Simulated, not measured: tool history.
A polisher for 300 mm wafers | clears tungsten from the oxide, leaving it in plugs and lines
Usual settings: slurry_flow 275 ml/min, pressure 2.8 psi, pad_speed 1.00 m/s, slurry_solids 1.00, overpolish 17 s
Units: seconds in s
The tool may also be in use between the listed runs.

| run | day | slurry_flow | pressure | pad_speed | slurry_solids | overpolish | wafers since the last listed run | wafers polished on this pad | hours since the slurry nozzle was cleaned | hours since the head pressure was calibrated | hours since the slurry blender was calibrated | hours since the slurry got fresh peroxide | incoming thickness of the incoming film, nm | seconds |
|---|---|---|---|---|---|---|---|---|---|---|---|---|---|---|
| 1 | 0.000 | 250 | 2.8 | 1.00 | 1.00 | 17 | 0 | 727 | 558.5 | 501.0 | 238.1 | 59.4 | 429.4 | 99.5 |
| 2 | 0.304 | 275 | 2.8 | 1.00 | 0.80 | 17 | 65 | 793 | 565.8 | 508.3 | 245.4 | 66.7 | 422.6 | 101.3 |
|  | 0.779 | worn pad replaced by a new one |
| 3 | 0.800 | 275 | 2.8 | 1.00 | 1.00 | 17 | 71 | 4 | 577.7 | 520.2 | 257.3 | 78.6 | 436.2 | 95.8 |
|  | 1.192 | slurry tank refilled with fresh slurry and peroxide |
| 4 | 1.292 | 275 | 2.8 | 1.00 | 1.00 | 17 | 97 | 102 | 589.5 | 532.0 | 269.1 | 2.4 | 428.8 | 96.1 |
| 5 | 1.896 | 275 | 2.8 | 1.00 | 1.00 | 17 | 130 | 233 | 604.0 | 546.5 | 283.6 | 16.9 | 433.8 | 95.1 |
| 6 | 2.425 | 275 | 2.8 | 1.00 | 1.00 | 17 | 114 | 348 | 616.7 | 559.2 | 296.3 | 29.6 | 432.0 | 96.9 |
| 7 | 2.996 | 230 | 2.8 | 1.00 | 1.00 | 17 | 123 | 472 | 630.4 | 572.9 | 310.0 | 43.3 | 429.0 | 99.2 |
|  | 3.638 | slurry blender recalibrated |
|  | 4.583 | slurry tank refilled with fresh slurry and peroxide |
|  | 4.742 | worn pad replaced by a new one |
| 8 | 4.762 | 230 | 2.8 | 1.00 | 1.00 | 17 | 321 | 4 | 672.8 | 615.3 | 27.0 | 4.3 | 433.5 | 94.8 |
| 9 | 5.067 | 230 | 2.8 | 1.00 | 1.00 | 17 | 65 | 70 | 680.1 | 622.6 | 34.3 | 11.6 | 428.7 | 97.3 |
| 10 | 5.612 | 275 | 2.8 | 1.00 | 1.00 | 17 | 118 | 188 | 693.2 | 635.7 | 47.4 | 24.7 | 431.7 | 98.1 |
| 11 | 5.871 | 275 | 2.8 | 1.00 | 0.70 | 17 | 56 | 244 | 699.4 | 641.9 | 53.6 | 30.9 | 432.0 | 105.2 |
| 12 | 6.392 | 220 | 2.1 | 1.00 | 0.75 | 17 | 112 | 357 | 711.9 | 654.4 | 66.1 | 43.4 | 432.4 | 136.3 |
| 13 | 7.000 | 275 | 2.8 | 1.00 | 1.00 | 11 | 131 | 489 | 726.5 | 669.0 | 80.7 | 58.0 | 426.4 | 93.3 |
|  | 7.771 | slurry tank refilled with fresh slurry and peroxide |
|  | 7.938 | worn pad replaced by a new one |
| 14 | 8.358 | 350 | 2.8 | 1.00 | 1.15 | 17 | 249 | 90 | 759.1 | 701.6 | 113.3 | 14.1 | 435.6 | 92.0 |
|  | 8.708 | slurry nozzle cleaned |
|  | 8.888 | head pressure recalibrated |
| 15 | 8.925 | 275 | 2.8 | 1.00 | 0.85 | 17 | 95 | 186 | 5.2 | 0.9 | 126.9 | 27.7 | 428.4 | 92.1 |
| 16 | 9.383 | 275 | 3.5 | 1.00 | 1.00 | 17 | 99 | 286 | 16.2 | 11.9 | 137.9 | 38.7 | 433.0 | 72.1 |
| 17 | 9.779 | 275 | 2.8 | 1.00 | 1.00 | 17 | 85 | 371 | 25.7 | 21.4 | 147.4 | 48.2 | 428.4 | 87.1 |
| 18 | 10.179 | 275 | 1.8 | 0.80 | 1.30 | 21 | 86 | 458 | 35.3 | 31.0 | 157.0 | 57.8 | 430.4 | 150.1 |
|  | 11.042 | slurry tank refilled with fresh slurry and peroxide |
|  | 12.096 | worn pad replaced by a new one |
| 19 | 12.362 | 275 | 2.8 | 1.00 | 1.00 | 17 | 428 | 58 | 87.7 | 83.4 | 209.4 | 31.7 | 424.4 | 84.8 |
| 20 | 12.712 | 275 | 2.8 | 1.00 | 1.00 | 17 | 75 | 134 | 96.1 | 91.8 | 217.8 | 40.1 | 430.7 | 84.6 |
|  | 12.983 | head pressure recalibrated, repeated, since the last time left the tool worse |
| 21 | 13.358 | 275 | 2.8 | 1.14 | 1.20 | 17 | 121 | 256 | 111.6 | 9.0 | 233.3 | 55.6 | 423.2 | 87.9 |
| 22 | 13.917 | 275 | 2.8 | 1.00 | 1.00 | 17 | 121 | 377 | 125.0 | 22.4 | 246.7 | 69.0 | 429.7 | 102.5 |
| 23 | 14.175 | 275 | 3.3 | 1.00 | 1.00 | 17 | 56 | 433 | 131.2 | 28.6 | 252.9 | 75.2 | 430.0 | 85.7 |
|  | 14.725 | slurry tank refilled with fresh slurry and peroxide |
| 24 | 14.746 | 345 | 2.8 | 1.00 | 1.25 | 12 | 114 | 547 | 144.9 | 42.3 | 266.6 | 0.5 | 436.4 | 95.2 |
|  | 15.258 | worn pad replaced by a new one |
| 25 | 15.400 | 345 | 2.8 | 1.12 | 1.00 | 17 | 105 | 31 | 160.6 | 58.0 | 282.3 | 16.2 | 427.0 | 87.5 |

The same runs without the tool's hidden state, with the same run-to-run variation:
The hidden state here: removal rate lost through wear of the pad, %; slurry flow missing at the pad, %; deviation of the head's pressure from its setpoint, %; abrasive missing from the slurry, %; peroxide lost from the slurry, %.
| run | seconds |
|---|---|
| 1 | 105.1 |
| 2 | 107.1 |
| 3 | 101.4 |
| 4 | 101.8 |
| 5 | 100.9 |
| 6 | 103.0 |
| 7 | 105.6 |
| 8 | 101.4 |
| 9 | 104.1 |
| 10 | 105.1 |
| 11 | 112.8 |
| 12 | 146.3 |
| 13 | 100.3 |
| 14 | 99.2 |
| 15 | 105.5 |
| 16 | 82.6 |
| 17 | 99.9 |
| 18 | 172.4 |
| 19 | 97.9 |
| 20 | 97.7 |
| 21 | 88.1 |
| 22 | 102.9 |
| 23 | 86.0 |
| 24 | 95.7 |
| 25 | 88.1 |

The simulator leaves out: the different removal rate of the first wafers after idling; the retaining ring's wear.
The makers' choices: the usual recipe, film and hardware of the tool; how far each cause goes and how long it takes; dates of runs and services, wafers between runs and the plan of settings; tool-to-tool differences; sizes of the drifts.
